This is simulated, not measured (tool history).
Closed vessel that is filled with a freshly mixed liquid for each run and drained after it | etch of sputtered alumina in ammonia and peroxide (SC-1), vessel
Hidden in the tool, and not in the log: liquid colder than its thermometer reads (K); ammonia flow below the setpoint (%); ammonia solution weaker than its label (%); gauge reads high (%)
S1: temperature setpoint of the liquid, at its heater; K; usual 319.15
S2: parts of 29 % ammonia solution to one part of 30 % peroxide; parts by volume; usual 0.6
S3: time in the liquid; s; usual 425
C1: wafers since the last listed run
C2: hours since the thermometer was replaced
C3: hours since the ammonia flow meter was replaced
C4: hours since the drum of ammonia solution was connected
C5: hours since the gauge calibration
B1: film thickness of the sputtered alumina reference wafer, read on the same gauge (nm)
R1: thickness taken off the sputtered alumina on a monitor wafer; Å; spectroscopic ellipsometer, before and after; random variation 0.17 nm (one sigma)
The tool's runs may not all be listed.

run,hour,S1,S2,S3,C1,C2,C3,C4,C5,B1,R1
1,0,319.15,0.5,320,0,1873.9,1835.5,166.8,251.1,129.52,136.7
2,40.6,319.15,0.7,425,2418,1914.5,1876.1,207.4,291.7,129.59,186.6
3,66.4,319.15,0.6,425,1537,1940.3,1901.9,233.2,317.5,129.67,186.1
4,117.3,319.15,0.6,425,3032,1991.2,1952.8,284.1,368.4,129.84,185.5
5,182.5,319.15,0.6,425,3884,2056.4,2018,349.3,433.6,130.04,187.3
# hour 204.5: ammonia flow meter replaced
6,211.8,319.15,0.6,325,1686,2085.7,7.3,378.6,462.9,130.12,141.6
7,251.7,319.15,0.6,325,2377,2125.6,47.2,418.5,502.8,130.29,144
# hour 282.7: new drum of ammonia solution connected
8,298.5,319.15,0.6,325,2728,2172.4,94,15.8,549.6,130.51,144.2
9,339.6,319.15,0.6,425,2448,2213.5,135.1,56.9,590.7,130.72,186.6
10,401.8,319.15,0.6,425,3705,2275.7,197.3,119.1,652.9,131,186
11,459.4,319.15,0.85,595,3431,2333.3,254.9,176.7,710.5,131.35,273.4
12,499.2,319.15,0.6,425,2371,2373.1,294.7,216.5,750.3,131.59,189.8
13,529.1,319.15,0.6,425,1781,2403,324.6,246.4,780.2,131.72,189
14,575.8,314.65,0.45,515,2782,2449.7,371.3,293.1,826.9,132.08,171.9
15,613,311.15,0.6,280,2216,2486.9,408.5,330.3,864.1,132.34,77.3
16,650,311.65,0.35,565,2204,2523.9,445.5,367.3,901.1,132.59,155
17,685.8,325.65,0.8,185,2132,2559.7,481.3,403.1,936.9,132.89,120.5
18,721.7,326.65,0.45,675,2138,2595.6,517.2,439,972.8,133.19,449.1
19,775,324.15,0.8,625,3175,2648.9,570.5,492.3,1026.1,133.59,383.9
# hour 821.9: thermometer replaced
# hour 859.6: new drum of ammonia solution connected
20,982,319.15,0.75,425,12213,160.1,777.5,122.4,1233.1,135.55,200.8
21,1035.3,315.65,0.3,605,3175,213.4,830.8,175.7,1286.4,136.08,214.8
# hour 1057.9: gauge calibrated
22,1093.9,319.15,0.6,425,3491,272,889.4,234.3,36,129.64,183.9
23,1135.2,319.15,0.6,425,2460,313.3,930.7,275.6,77.3,129.66,184.3
24,1200.8,319.15,0.6,345,3908,378.9,996.3,341.2,142.9,129.76,152.9
25,1230.6,321.65,0.85,200,1775,408.7,1026.1,371,172.7,129.78,102.9
26,1284.6,315.65,0.45,225,3217,462.7,1080.1,425,226.7,129.85,78.5
# hour 1390.5: new drum of ammonia solution connected
27,1448.9,311.65,0.35,565,9729,627,1244.4,58.4,391,130.29,153.8

Forecast each of these 5 alternatives for the next run:
A,1449.7,319.15,0.35,425,47,627.8,1245.2,59.2,391.8,?,?
B,1449.7,324.65,0.6,265,47,627.8,1245.2,59.2,391.8,?,?
C,1449.7,319.15,0.85,425,47,627.8,1245.2,59.2,391.8,?,?
D,1449.7,319.15,0.75,570,47,627.8,1245.2,59.2,391.8,?,?
E,1449.7,326.65,0.4,545,47,627.8,1245.2,59.2,391.8,?,?

run,B1,R1
A,130.28,175
B,130.28,155.9
C,130.28,190.5
D,130.28,252.5
E,130.28,343.8
Without the tool's hidden state the same runs would have given:
run,R1
A,174.7
B,155.6
C,190.1
D,251.9
E,343
